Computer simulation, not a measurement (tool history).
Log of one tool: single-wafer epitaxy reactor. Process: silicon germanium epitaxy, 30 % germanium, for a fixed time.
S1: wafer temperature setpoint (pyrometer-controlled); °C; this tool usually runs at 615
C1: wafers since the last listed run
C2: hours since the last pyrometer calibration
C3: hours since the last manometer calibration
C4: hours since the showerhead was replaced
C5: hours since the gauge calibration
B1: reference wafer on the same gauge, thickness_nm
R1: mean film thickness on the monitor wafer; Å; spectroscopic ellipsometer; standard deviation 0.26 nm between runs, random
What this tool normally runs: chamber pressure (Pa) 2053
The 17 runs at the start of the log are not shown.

Run 18, hour 1005.4: usual settings; C1 755; C2 636.4; C3 198.3; C4 4420.7; C5 266.9; B1 78.384. Result: R1 686.18 Å.
At hour 1033.3: showerhead replaced.
Run 19, hour 1038.2: usual settings but chamber pressure (Pa) 2440; C1 517; C2 669.2; C3 231.1; C4 4.9; C5 299.7; B1 78.374. Result: R1 721.50 Å.
Run 20, hour 1070.4: usual settings but S1 622 °C; C1 672; C2 701.4; C3 263.3; C4 37.1; C5 331.9; B1 78.411. Result: R1 784.82 Å.
Run 21, hour 1096.6: usual settings but chamber pressure (Pa) 2426; C1 546; C2 727.6; C3 289.5; C4 63.3; C5 358.1; B1 78.410. Result: R1 716.80 Å.
Run 22, hour 1122.4: usual settings but chamber pressure (Pa) 2320; C1 538; C2 753.4; C3 315.3; C4 89.1; C5 383.9; B1 78.332. Result: R1 702.66 Å.
Run 23, hour 1175.2: usual settings but S1 600 °C, chamber pressure (Pa) 1733; C1 1102; C2 806.2; C3 368.1; C4 141.9; C5 436.7; B1 78.430. Result: R1 480.55 Å.
Run 24, hour 1208.2: usual settings; C1 688; C2 839.2; C3 401.1; C4 174.9; C5 469.7; B1 78.324. Result: R1 680.53 Å.
Run 25, hour 1258.2: usual settings but S1 621 °C, chamber pressure (Pa) 2346; C1 1043; C2 889.2; C3 451.1; C4 224.9; C5 519.7; B1 78.532. Result: R1 801.69 Å.
Run 26, hour 1298.3: usual settings; C1 837; C2 929.3; C3 491.2; C4 265.0; C5 559.8; B1 78.378. Result: R1 679.56 Å.
Run 27, hour 1350.3: usual settings; C1 1085; C2 981.3; C3 543.2; C4 317.0; C5 611.8; B1 78.360. Result: R1 682.38 Å.

Predict the results of run 28:
Run 28, hour 1392.8: usual settings; C1 887; C2 1023.8; C3 585.7; C4 359.5; C5 654.3; B1 ?. Result: R1 ?.

B1: 78.456
R1: 685.37 Å
With the hidden condition absent and the run-to-run variation left alone, this run would have shown R1 698.54 Å.
